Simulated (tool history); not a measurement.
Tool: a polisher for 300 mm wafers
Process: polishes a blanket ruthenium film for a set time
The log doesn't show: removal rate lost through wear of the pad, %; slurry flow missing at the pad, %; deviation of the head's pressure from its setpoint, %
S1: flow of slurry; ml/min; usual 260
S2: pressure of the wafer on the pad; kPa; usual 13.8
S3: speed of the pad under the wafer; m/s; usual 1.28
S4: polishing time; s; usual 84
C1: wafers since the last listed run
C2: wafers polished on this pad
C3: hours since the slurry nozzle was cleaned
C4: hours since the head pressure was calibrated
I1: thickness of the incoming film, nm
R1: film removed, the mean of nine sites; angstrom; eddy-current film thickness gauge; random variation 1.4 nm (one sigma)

| run | hour | S1 | S2 | S3 | S4 | C1 | C2 | C3 | C4 | I1 | R1 |
|---|---|---|---|---|---|---|---|---|---|---|---|
| 1 | 0 | 260 | 13.8 | 1.28 | 84 | 0 | 418 | 378.9 | 710.3 | 476.6 | 1043 |
| 2 | 34.3 | 260 | 13.8 | 1.28 | 84 | 190 | 609 | 413.2 | 744.6 | 480.7 | 1005 |
| 3 | 55.5 | 260 | 13.8 | 1.28 | 84 | 117 | 727 | 434.4 | 765.8 | 490.1 | 1013 |
|  | 87.6 | slurry nozzle cleaned |
| 4 | 90.5 | 260 | 13.8 | 1.28 | 84 | 189 | 916 | 2.9 | 800.8 | 477.9 | 1030 |
| 5 | 103 | 260 | 13.8 | 1.28 | 84 | 69 | 986 | 15.4 | 813.3 | 482.1 | 1027 |
| 6 | 125.4 | 260 | 13.8 | 1.28 | 84 | 124 | 1111 | 37.8 | 835.7 | 480.3 | 1016 |
|  | 133 | worn pad replaced by a new one |
| 7 | 227.4 | 260 | 13.8 | 1.28 | 84 | 545 | 525 | 139.8 | 937.7 | 484.9 | 1069 |
| 8 | 244 | 260 | 10.3 | 1.52 | 84 | 92 | 617 | 156.4 | 954.3 | 481.2 | 939 |
| 9 | 257.8 | 260 | 17.2 | 1.28 | 84 | 76 | 694 | 170.2 | 968.1 | 469.4 | 1295 |
| 10 | 278.6 | 205 | 13.8 | 1.28 | 84 | 115 | 810 | 191 | 988.9 | 477.7 | 1011 |
| 11 | 302.4 | 205 | 13.8 | 1.28 | 84 | 132 | 942 | 214.8 | 1012.7 | 479.4 | 995 |
| 12 | 318.9 | 205 | 13.8 | 1.28 | 84 | 91 | 1034 | 231.3 | 1029.2 | 470.5 | 971 |
| 13 | 348.1 | 260 | 13.8 | 1.28 | 84 | 162 | 1197 | 260.5 | 1058.4 | 485.1 | 972 |
| 14 | 366.1 | 260 | 13.8 | 1.28 | 84 | 100 | 1297 | 278.5 | 1076.4 | 482.7 | 965 |
|  | 374.6 | worn pad replaced by a new one |
| 15 | 396.5 | 215 | 13.8 | 1.28 | 69 | 146 | 121 | 308.9 | 1106.8 | 476.3 | 855 |
| 16 | 430.5 | 215 | 13.8 | 1.28 | 69 | 189 | 311 | 342.9 | 1140.8 | 485.9 | 863 |
| 17 | 449.4 | 215 | 13.8 | 1.28 | 69 | 105 | 416 | 361.8 | 1159.7 | 487.2 | 871 |
| 18 | 462.1 | 260 | 16.5 | 1.42 | 75 | 70 | 486 | 374.5 | 1172.4 | 488.4 | 1221 |
| 19 | 477.5 | 225 | 16.5 | 1.52 | 84 | 85 | 572 | 389.9 | 1187.8 | 473.1 | 1448 |
| 20 | 491.5 | 260 | 13.8 | 1.28 | 84 | 77 | 650 | 403.9 | 1201.8 | 484.2 | 1010 |
|  | 504.5 | head pressure recalibrated |
| 21 | 520.1 | 340 | 17.2 | 1.28 | 105 | 148 | 798 | 432.5 | 15.6 | 478.3 | 1567 |
| 22 | 545.4 | 285 | 15.2 | 1.28 | 71 | 140 | 939 | 457.8 | 40.9 | 480 | 903 |

Forecast run 23:
| 23 | 579 | 260 | 13.8 | 1.02 | 65 | 186 | 1126 | 491.4 | 74.5 | 486.5 | ? |

{"run 23": {"R1": 570}}
Without the tool's hidden state the same run would have given R1 699 angstrom.

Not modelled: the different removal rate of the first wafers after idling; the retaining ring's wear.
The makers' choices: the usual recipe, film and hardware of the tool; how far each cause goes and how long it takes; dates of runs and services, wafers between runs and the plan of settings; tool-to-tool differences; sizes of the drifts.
